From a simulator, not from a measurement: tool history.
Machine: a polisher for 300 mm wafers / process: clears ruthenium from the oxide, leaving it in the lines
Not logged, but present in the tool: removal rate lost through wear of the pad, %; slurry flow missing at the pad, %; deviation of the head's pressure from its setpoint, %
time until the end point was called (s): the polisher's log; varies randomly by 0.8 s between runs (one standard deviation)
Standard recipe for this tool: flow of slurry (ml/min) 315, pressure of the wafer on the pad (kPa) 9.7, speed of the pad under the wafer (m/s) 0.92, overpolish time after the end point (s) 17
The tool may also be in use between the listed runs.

run    hour  flow of slurry (ml/min)  pressure of the wafer on the pad (kPa)  speed of the pad under the wafer (m/s)  overpolish time after the end point (s)  wafers since the last listed run  wafers polished on this pad  hours since the slurry nozzle was cleaned  hours since the head pressure was calibrated  incoming thickness of the incoming film, nm  time until the end point was called (s)
  1     0.0                      315                                     8.3                                    0.92                                       21                                 0                         3830                                      231.6                                          55.3                                         60.1                                     88.0
  2    76.5                      315                                     8.3                                    0.92                                       21                               684                         4515                                      308.1                                         131.8                                         60.0                                     87.3
  3   145.9                      315                                     9.7                                    0.92                                       23                               621                         5136                                      377.5                                         201.2                                         60.3                                     73.3
  4   186.2                      315                                     9.7                                    0.92                                       23                               360                         5497                                      417.8                                         241.5                                         59.3                                     74.7
      339.3  -- worn pad replaced by a new one
  5   391.8                      315                                     9.7                                    0.92                                       23                              1804                          470                                      623.4                                         447.1                                         59.9                                     75.6
      464.1  -- slurry nozzle cleaned
  6   495.1                      315                                     9.7                                    0.92                                       17                               915                         1386                                       31.0                                         550.4                                         58.8                                     69.6
  7   598.9                      315                                     9.7                                    0.92                                       17                               929                         2315                                      134.8                                         654.2                                         60.2                                     70.3
      673.3  -- head pressure recalibrated
  8   697.3                      315                                     9.7                                    0.92                                       17                               863                         3178                                      233.2                                          24.0                                         61.3                                     76.7
  9   740.6                      315                                     9.7                                    0.92                                       17                               387                         3566                                      276.5                                          67.3                                         60.3                                     74.2
 10   811.8                      315                                     9.7                                    0.92                                       17                               637                         4203                                      347.7                                         138.5                                         60.8                                     75.0
 11   884.6                      315                                     9.7                                    0.92                                       17                               651                         4855                                      420.5                                         211.3                                         59.9                                     72.0
 12   959.8                      315                                     9.7                                    0.92                                       17                               673                         5528                                      495.7                                         286.5                                         61.1                                     74.4
 13  1075.6                      315                                     9.7                                    0.92                                       17                              1036                         6565                                      611.5                                         402.3                                         60.0                                     72.3
 14  1123.3                      315                                     9.7                                    0.92                                       17                               427                         6992                                      659.2                                         450.0                                         60.7                                     73.2
     1206.4  -- slurry nozzle cleaned
     1215.0  -- worn pad replaced by a new one
 15  1217.7                      375                                     9.7                                    1.20                                       17                               800                           24                                       11.3                                         544.4                                         59.2                                     50.9
 16  1276.5                      315                                     9.7                                    0.92                                       17                               526                          550                                       70.1                                         603.2                                         59.6                                     66.3
 17  1345.3                      315                                    11.7                                    0.92                                       17                               615                         1166                                      138.9                                         672.0                                         59.6                                     55.0
     1395.0  -- head pressure recalibrated
 18  1405.6                      315                                     9.7                                    0.92                                        8                               521                         1688                                      199.2                                          10.6                                         60.0                                     75.3
 19  1447.6                      315                                     9.7                                    0.92                                       17                               376                         2064                                      241.2                                          52.6                                         59.1                                     72.3

Forecast run 20:
 20  1548.2                      315                                     9.7                                    0.92                                       17                               900                         2965                                      341.8                                         153.2                                         60.3                                        ?

time until the end point was called (s): 72.1
Without the tool's hidden state the same run would have given time until the end point was called (s) 73.1.
